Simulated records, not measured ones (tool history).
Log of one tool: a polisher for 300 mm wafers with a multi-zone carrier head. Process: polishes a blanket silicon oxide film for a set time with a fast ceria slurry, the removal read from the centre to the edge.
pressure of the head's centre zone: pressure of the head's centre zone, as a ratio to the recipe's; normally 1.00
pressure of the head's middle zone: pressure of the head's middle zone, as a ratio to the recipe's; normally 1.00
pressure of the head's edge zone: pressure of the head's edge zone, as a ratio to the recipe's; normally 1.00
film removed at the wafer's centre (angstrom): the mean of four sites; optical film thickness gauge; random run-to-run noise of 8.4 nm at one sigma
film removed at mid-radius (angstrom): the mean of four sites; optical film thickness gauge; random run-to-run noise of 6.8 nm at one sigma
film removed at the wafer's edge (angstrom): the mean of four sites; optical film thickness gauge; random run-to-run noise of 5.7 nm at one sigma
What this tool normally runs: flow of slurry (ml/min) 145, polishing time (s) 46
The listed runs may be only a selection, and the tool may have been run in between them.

run    hour  flow of slurry (ml/min)  pressure of the head's centre zone  pressure of the head's middle zone  pressure of the head's edge zone  polishing time (s)  incoming thickness of the incoming film, nm  film removed at the wafer's centre (angstrom)  film removed at mid-radius (angstrom)  film removed at the wafer's edge (angstrom)
  1     0.0                      145                                1.00                                1.00                              1.00                  46                                       1672.3                                           6354                                   6527                                         6333
  2    41.9                      145                                1.00                                1.00                              1.00                  46                                       1692.6                                           6453                                   6424                                         6352
  3    93.0                      145                                1.00                                1.00                              1.00                  46                                       1685.8                                           6325                                   6403                                         6225
      164.0  -- carrier head's membrane replaced by a new one
  4   172.7                      145                                1.00                                1.00                              1.00                  46                                       1703.1                                           6270                                   6283                                         6128
      230.1  -- worn pad replaced by a new one
  5   247.8                      145                                1.00                                1.00                              1.00                  46                                       1699.7                                           6469                                   6628                                         6488
  6   297.8                      145                                1.00                                1.00                              1.00                  46                                       1726.9                                           6509                                   6546                                         6420
  7   341.8                      130                                1.00                                0.94                              1.00                  46                                       1702.0                                           6296                                   6056                                         6304
      373.6  -- slurry nozzle cleaned
  8   423.9                      115                                0.89                                1.00                              1.00                  32                                       1714.4                                           3795                                   4268                                         4276
      510.1  -- edge zone pressure recalibrated
  9   525.6                      145                                1.00                                1.00                              1.00                  46                                       1686.8                                           6290                                   6275                                         6196
 10   630.8                      170                                1.06                                1.04                              1.00                  39                                       1739.1                                           5703                                   5632                                         5283
      638.3  -- centre zone pressure recalibrated
 11   716.0                      145                                1.08                                1.00                              1.00                  60                                       1715.8                                           8666                                   8154                                         7769
      762.2  -- worn pad replaced by a new one
 12   771.2                      145                                1.00                                1.00                              1.04                  46                                       1674.8                                           6651                                   6586                                         6540
      802.7  -- slurry nozzle cleaned
 13   810.6                      145                                1.09                                1.00                              0.91                  46                                       1694.5                                           7010                                   6612                                         6143
 14   953.1                      145                                1.00                                1.00                              1.00                  46                                       1688.9                                           6431                                   6584                                         6499
 15  1001.3                      185                                1.10                                1.08                              1.00                  41                                       1701.5                                           6569                                   6385                                         5777
 16  1101.5                      145                                1.00                                1.00                              0.89                  46                                       1670.1                                           6303                                   6434                                         5874
 17  1149.6                      145                                0.95                                1.00                              1.03                  53                                       1690.2                                           6696                                   7242                                         7096
 18  1197.8                      190                                1.00                                0.92                              0.90                  46                                       1693.0                                           6555                                   6160                                         6027
 19  1264.4                      175                                1.09                                1.07                              1.00                  46                                       1681.7                                           6712                                   6580                                         6144
     1292.3  -- worn pad replaced by a new one
     1329.8  -- slurry nozzle cleaned
 20  1360.0                      145                                1.00                                1.00                              1.00                  46                                       1706.0                                           6407                                   6610                                         6470
 21  1396.6                      145                                1.00                                1.05                              1.04                  46                                       1716.4                                           6336                                   6839                                         6471

Below are 5 alternative next runs, each starting from the tool's condition after run 21. Predict each:
  A  1397.0                      145                                1.00                                1.00                              1.00                  34                                       1684.4                                              ?                                      ?                                            ?
  B  1397.0                      145                                1.00                                1.00                              1.11                  60                                       1684.4                                              ?                                      ?                                            ?
  C  1397.0                      145                                1.00                                0.95                              1.00                  46                                       1684.4                                              ?                                      ?                                            ?
  D  1397.0                      175                                1.00                                1.00                              1.00                  60                                       1684.4                                              ?                                      ?                                            ?
  E  1397.0                      145                                1.07                                1.00                              1.00                  46                                       1684.4                                              ?                                      ?                                            ?

run  film removed at the wafer's centre (angstrom)  film removed at mid-radius (angstrom)  film removed at the wafer's edge (angstrom)
  A                                           4736                                   4792                                         4714
  B                                           8358                                   8455                                         8698
  C                                           6406                                   6251                                         6382
  D                                           8705                                   8766                                         8538
  E                                           6860                                   6480                                         6378
Without the tool's unlogged condition, the same runs would have read:
run  film removed at the wafer's centre (angstrom)  film removed at mid-radius (angstrom)  film removed at the wafer's edge (angstrom)
  A                                           4780                                   4835                                         4757
  B                                           8435                                   8532                                         8778
  C                                           6465                                   6308                                         6440
  D                                           8785                                   8846                                         8616
  E                                           6923                                   6540                                         6436
